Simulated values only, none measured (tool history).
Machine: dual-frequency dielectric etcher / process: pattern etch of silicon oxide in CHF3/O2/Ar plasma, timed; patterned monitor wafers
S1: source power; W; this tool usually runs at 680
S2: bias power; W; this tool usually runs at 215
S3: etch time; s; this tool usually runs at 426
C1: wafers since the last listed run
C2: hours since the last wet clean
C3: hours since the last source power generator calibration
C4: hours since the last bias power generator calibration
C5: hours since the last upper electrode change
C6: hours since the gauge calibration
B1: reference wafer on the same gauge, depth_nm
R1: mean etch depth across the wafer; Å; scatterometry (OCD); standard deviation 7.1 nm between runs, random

run	hour	S1	S2	S3	C1	C2	C3	C4	C5	C6	B1	R1
1	0	680	215	426	0	165.8	4022.1	4507.6	4382.5	163.9	1163.7	10323
2	6.3	680	215	426	20	172.1	4028.4	4513.9	4388.8	170.2	1160.7	10039
3	15.3	680	215	426	28	181.1	4037.4	4522.9	4397.8	179.2	1162.1	10159
# hour 45.6: gauge calibrated
4	56	590	215	426	129	221.8	4078.1	4563.6	4438.5	10.4	1158.4	9522
5	71.5	590	215	426	49	237.3	4093.6	4579.1	4454	25.9	1161.8	9659
6	81	680	215	426	30	246.8	4103.1	4588.6	4463.5	35.4	1163	10055
# hour 113.3: upper electrode replaced
7	113.8	680	215	426	28	279.6	4135.9	4621.4	0.5	68.2	1160.5	9991
8	116	680	215	426	7	281.8	4138.1	4623.6	2.7	70.4	1157.4	10162
9	131	680	215	426	47	296.8	4153.1	4638.6	17.7	85.4	1157.2	9839
10	147.4	680	215	426	52	313.2	4169.5	4655	34.1	101.8	1162.5	9962
11	157.6	680	215	426	32	323.4	4179.7	4665.2	44.3	112	1159.4	10044
# hour 164.5: source power generator calibrated
12	168	680	215	426	20	333.8	3.5	4675.6	54.7	122.4	1157.3	9857
13	183.3	630	170	426	48	349.1	18.8	4690.9	70	137.7	1160.1	8733
# hour 212.3: bias power generator calibrated
# hour 247.3: wet clean of the chamber
14	247.8	680	215	426	116	0.5	83.3	35.5	134.5	202.2	1159.9	10437
15	256	680	215	426	26	8.7	91.5	43.7	142.7	210.4	1162.3	10449
16	263.9	620	215	532	25	16.6	99.4	51.6	150.6	218.3	1160.5	12614
17	279.2	800	184	483	48	31.9	114.7	66.9	165.9	233.6	1164.1	11460
# hour 281.9: gauge calibrated
18	287.6	680	215	426	26	40.3	123.1	75.3	174.3	5.7	1158.1	10413
19	300.9	580	215	543.5	42	53.6	136.4	88.6	187.6	19	1157.8	12558
20	311.7	630	172	362	34	64.4	147.2	99.4	198.4	29.8	1160.5	7677
21	319.7	800	215	310	25	72.4	155.2	107.4	206.4	37.8	1160.7	8016
22	326.2	810	199	524	20	78.9	161.7	113.9	212.9	44.3	1160	13035
23	332.3	680	215	426	19	85	167.8	120	219	50.4	1158.9	10232
24	338.8	790	161	531.5	20	91.5	174.3	126.5	225.5	56.9	1161.4	11965
25	354	680	197	426	48	106.7	189.5	141.7	240.7	72.1	1160.5	9930

Predict each of these 4 candidate next runs independently; none follows another, all start after run 25:
A	354.5	680	215	426	1	107.2	190	142.2	241.2	72.6	?	?
B	354.5	680	215	314.5	1	107.2	190	142.2	241.2	72.6	?	?
C	354.5	520	181	393	1	107.2	190	142.2	241.2	72.6	?	?
D	354.5	680	239	377	1	107.2	190	142.2	241.2	72.6	?	?

run	B1	R1
A	1157.4	10327
B	1157.4	7624
C	1157.4	7968
D	1157.4	9609
Take away the tool's hidden state, keep each run's random variation, and the runs would have read:
run	R1
A	10391
B	7671
C	8017
D	9669
